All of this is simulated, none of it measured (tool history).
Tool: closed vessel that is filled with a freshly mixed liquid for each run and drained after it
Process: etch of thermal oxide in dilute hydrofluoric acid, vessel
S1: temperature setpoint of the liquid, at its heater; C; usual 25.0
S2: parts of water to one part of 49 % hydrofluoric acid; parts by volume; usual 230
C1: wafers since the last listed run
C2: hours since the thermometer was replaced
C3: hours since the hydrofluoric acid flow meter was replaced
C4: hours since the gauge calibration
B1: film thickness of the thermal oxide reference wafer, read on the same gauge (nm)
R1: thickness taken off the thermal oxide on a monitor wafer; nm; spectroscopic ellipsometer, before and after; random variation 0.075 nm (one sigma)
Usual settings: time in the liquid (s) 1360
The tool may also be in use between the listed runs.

Run 1, day 0.000: usual settings but time in the liquid (s) 1010; C1 0; C2 1221.6; C3 1588.1; C4 133.0; B1 50.01. Result: R1 16.95 nm.
Run 2, day 0.921: usual settings but time in the liquid (s) 1010; C1 883; C2 1243.7; C3 1610.2; C4 155.1; B1 49.98. Result: R1 16.96 nm.
Run 3, day 2.129: usual settings; C1 1159; C2 1272.7; C3 1639.2; C4 184.1; B1 50.03. Result: R1 22.81 nm.
Run 4, day 3.258: usual settings; C1 1083; C2 1299.8; C3 1666.3; C4 211.2; B1 50.04. Result: R1 22.76 nm.
Run 5, day 4.125: usual settings; C1 831; C2 1320.6; C3 1687.1; C4 232.0; B1 49.97. Result: R1 22.74 nm.
Run 6, day 5.121: usual settings; C1 955; C2 1344.5; C3 1711.0; C4 255.9; B1 49.96. Result: R1 22.60 nm.
Run 7, day 5.775: usual settings; C1 627; C2 1360.2; C3 1726.7; C4 271.6; B1 50.01. Result: R1 22.73 nm.
Run 8, day 7.192: usual settings; C1 1359; C2 1394.2; C3 1760.7; C4 305.6; B1 50.04. Result: R1 22.60 nm.
At day 7.904: hydrofluoric acid flow meter replaced.
Run 9, day 7.950: usual settings but S1 29.0 C, S2 300 parts by volume, time in the liquid (s) 2165; C1 687; C2 1412.4; C3 1.1; C4 323.8; B1 50.00. Result: R1 31.65 nm.
At day 8.042: gauge calibrated.
Run 10, day 9.162: usual settings but time in the liquid (s) 1010; C1 1163; C2 1441.5; C3 30.2; C4 26.9; B1 49.96. Result: R1 18.14 nm.
Run 11, day 10.242: usual settings; C1 1035; C2 1467.4; C3 56.1; C4 52.8; B1 50.01. Result: R1 24.37 nm.
At day 10.542: thermometer replaced.
Run 12, day 11.604: usual settings; C1 1267; C2 25.5; C3 88.8; C4 85.5; B1 49.98. Result: R1 24.20 nm.
Run 13, day 12.292: usual settings but S1 27.5 C, S2 150 parts by volume; C1 659; C2 42.0; C3 105.3; C4 102.0; B1 50.01. Result: R1 44.63 nm.
Run 14, day 12.833: usual settings but S1 28.0 C, S2 295 parts by volume, time in the liquid (s) 955; C1 519; C2 55.0; C3 118.3; C4 115.0; B1 50.05. Result: R1 13.70 nm.
Run 15, day 13.679: usual settings but S2 285 parts by volume; C1 811; C2 75.3; C3 138.6; C4 135.3; B1 49.97. Result: R1 18.49 nm.
Run 16, day 14.650: usual settings but S1 20.5 C, S2 145 parts by volume; C1 931; C2 98.6; C3 161.9; C4 158.6; B1 50.00. Result: R1 35.62 nm.
Run 17, day 15.788: usual settings but S1 29.0 C, S2 340 parts by volume, time in the liquid (s) 1655; C1 1091; C2 125.9; C3 189.2; C4 185.9; B1 49.95. Result: R1 20.38 nm.

What the log doesn't show, run by run:
liquid colder than its thermometer reads (K): 0 in every run
gauge reads high (%): 0 in every run
H1: hydrofluoric acid flow below the setpoint (%)
run    H1
  1  6.29
  2  6.37
  3  6.47
  4  6.57
  5  6.64
  6  6.73
  7  6.78
  8   6.9
  9  1.21
 10  1.31
 11   1.4
 12  1.52
 13  1.58
 14  1.62
 15   1.7
 16  1.78
 17  1.87
